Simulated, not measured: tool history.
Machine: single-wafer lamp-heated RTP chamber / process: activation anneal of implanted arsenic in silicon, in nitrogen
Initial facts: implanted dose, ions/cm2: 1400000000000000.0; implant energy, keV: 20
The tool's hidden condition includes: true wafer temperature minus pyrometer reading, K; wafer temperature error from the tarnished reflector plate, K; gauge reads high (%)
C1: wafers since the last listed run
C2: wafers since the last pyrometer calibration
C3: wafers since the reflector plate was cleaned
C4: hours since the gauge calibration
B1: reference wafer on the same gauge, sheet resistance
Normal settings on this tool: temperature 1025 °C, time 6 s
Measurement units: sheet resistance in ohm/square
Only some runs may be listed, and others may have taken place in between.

{"run": 1, "day": 0.0, "temperature": 1025, "time": 6, "C1": 0, "C2": 1747, "C3": 852, "C4": 486.9, "B1": 107.52, "sheet resistance": 110.72}
{"run": 2, "day": 0.617, "temperature": 1025, "time": 6, "C1": 133, "C2": 1880, "C3": 986, "C4": 501.7, "B1": 107.57, "sheet resistance": 109.84}
{"run": 3, "day": 1.238, "temperature": 1025, "time": 6, "C1": 134, "C2": 2015, "C3": 1120, "C4": 516.6, "B1": 107.68, "sheet resistance": 111.05}
{"run": 4, "day": 1.925, "temperature": 1034, "time": 6, "C1": 148, "C2": 2163, "C3": 1269, "C4": 533.1, "B1": 107.6, "sheet resistance": 107.24}
{"day": 2.708, "done": "pyrometer window cleaned and pyrometer calibrated"}
{"run": 5, "day": 2.729, "temperature": 1034, "time": 6, "C1": 101, "C2": 4, "C3": 1371, "C4": 552.4, "B1": 107.85, "sheet resistance": 107.48}
{"run": 6, "day": 3.967, "temperature": 1025, "time": 6, "C1": 267, "C2": 272, "C3": 1639, "C4": 582.1, "B1": 107.87, "sheet resistance": 110.44}
{"run": 7, "day": 4.767, "temperature": 1025, "time": 4, "C1": 173, "C2": 445, "C3": 1812, "C4": 601.3, "B1": 107.97, "sheet resistance": 115.37}
{"run": 8, "day": 6.258, "temperature": 1038, "time": 6, "C1": 323, "C2": 768, "C3": 2135, "C4": 637.1, "B1": 107.98, "sheet resistance": 106.54}
{"run": 9, "day": 7.192, "temperature": 1004, "time": 6, "C1": 202, "C2": 971, "C3": 2337, "C4": 659.5, "B1": 108.13, "sheet resistance": 118.01}
{"run": 10, "day": 8.388, "temperature": 1004, "time": 6, "C1": 258, "C2": 1230, "C3": 2596, "C4": 688.2, "B1": 108.17, "sheet resistance": 118.99}
{"run": 11, "day": 9.292, "temperature": 1004, "time": 6, "C1": 195, "C2": 1425, "C3": 2792, "C4": 709.9, "B1": 108.03, "sheet resistance": 118.3}
{"run": 12, "day": 10.579, "temperature": 1040, "time": 6, "C1": 278, "C2": 1704, "C3": 3071, "C4": 740.8, "B1": 108.25, "sheet resistance": 106.74}
{"run": 13, "day": 12.046, "temperature": 1040, "time": 6, "C1": 317, "C2": 2022, "C3": 3389, "C4": 776.0, "B1": 108.34, "sheet resistance": 106.03}
{"day": 12.725, "done": "gauge calibrated"}
{"run": 14, "day": 13.392, "temperature": 1048, "time": 7, "C1": 291, "C2": 2313, "C3": 3680, "C4": 16.0, "B1": 106.19, "sheet resistance": 100.04}
{"run": 15, "day": 14.192, "temperature": 1038, "time": 6, "C1": 173, "C2": 2486, "C3": 3853, "C4": 35.2, "B1": 106.23, "sheet resistance": 104.88}
{"day": 15.254, "done": "pyrometer window cleaned and pyrometer calibrated"}
{"run": 16, "day": 15.346, "temperature": 1033, "time": 4, "C1": 177, "C2": 19, "C3": 4031, "C4": 62.9, "B1": 106.16, "sheet resistance": 111.27}
{"run": 17, "day": 17.875, "temperature": 1053, "time": 8, "C1": 547, "C2": 567, "C3": 4579, "C4": 123.6, "B1": 106.4, "sheet resistance": 97.68}
{"run": 18, "day": 19.196, "temperature": 1025, "time": 4, "C1": 286, "C2": 853, "C3": 4865, "C4": 155.3, "B1": 106.51, "sheet resistance": 113.14}
{"run": 19, "day": 20.196, "temperature": 1025, "time": 6, "C1": 216, "C2": 1070, "C3": 5081, "C4": 179.3, "B1": 106.71, "sheet resistance": 109.63}
{"run": 20, "day": 20.817, "temperature": 1025, "time": 6, "C1": 134, "C2": 1204, "C3": 5216, "C4": 194.2, "B1": 106.63, "sheet resistance": 109.13}
{"run": 21, "day": 21.55, "temperature": 1015, "time": 10, "C1": 158, "C2": 1363, "C3": 5375, "C4": 211.8, "B1": 106.62, "sheet resistance": 106.12}
{"run": 22, "day": 22.071, "temperature": 1025, "time": 8, "C1": 112, "C2": 1476, "C3": 5487, "C4": 224.3, "B1": 106.74, "sheet resistance": 105.97}
{"run": 23, "day": 22.971, "temperature": 1009, "time": 4, "C1": 194, "C2": 1671, "C3": 5682, "C4": 245.9, "B1": 106.7, "sheet resistance": 118.82}
{"run": 24, "day": 23.888, "temperature": 1025, "time": 6, "C1": 198, "C2": 1869, "C3": 5881, "C4": 267.9, "B1": 106.88, "sheet resistance": 109.35}
{"day": 24.242, "done": "reflector plate cleaned"}
{"run": 25, "day": 24.792, "temperature": 1038, "time": 3, "C1": 123, "C2": 1993, "C3": 119, "C4": 289.6, "B1": 106.88, "sheet resistance": 113.44}
{"day": 25.208, "done": "pyrometer window cleaned and pyrometer calibrated"}
{"run": 26, "day": 25.562, "temperature": 1003, "time": 6, "C1": 94, "C2": 76, "C3": 214, "C4": 308.1, "B1": 107.03, "sheet resistance": 116.91}

For run 27, what comes out?
{"run": 27, "day": 26.879, "temperature": 1033, "time": 4, "C1": 285, "C2": 362, "C3": 499, "C4": 339.7, "B1": "?", "sheet resistance": "?"}

B1: 107.12
sheet resistance: 111.30 ohm/square
Take away the tool's hidden state, keep the run-to-run variation as it was, and the same run would have given sheet resistance 110.17 ohm/square.

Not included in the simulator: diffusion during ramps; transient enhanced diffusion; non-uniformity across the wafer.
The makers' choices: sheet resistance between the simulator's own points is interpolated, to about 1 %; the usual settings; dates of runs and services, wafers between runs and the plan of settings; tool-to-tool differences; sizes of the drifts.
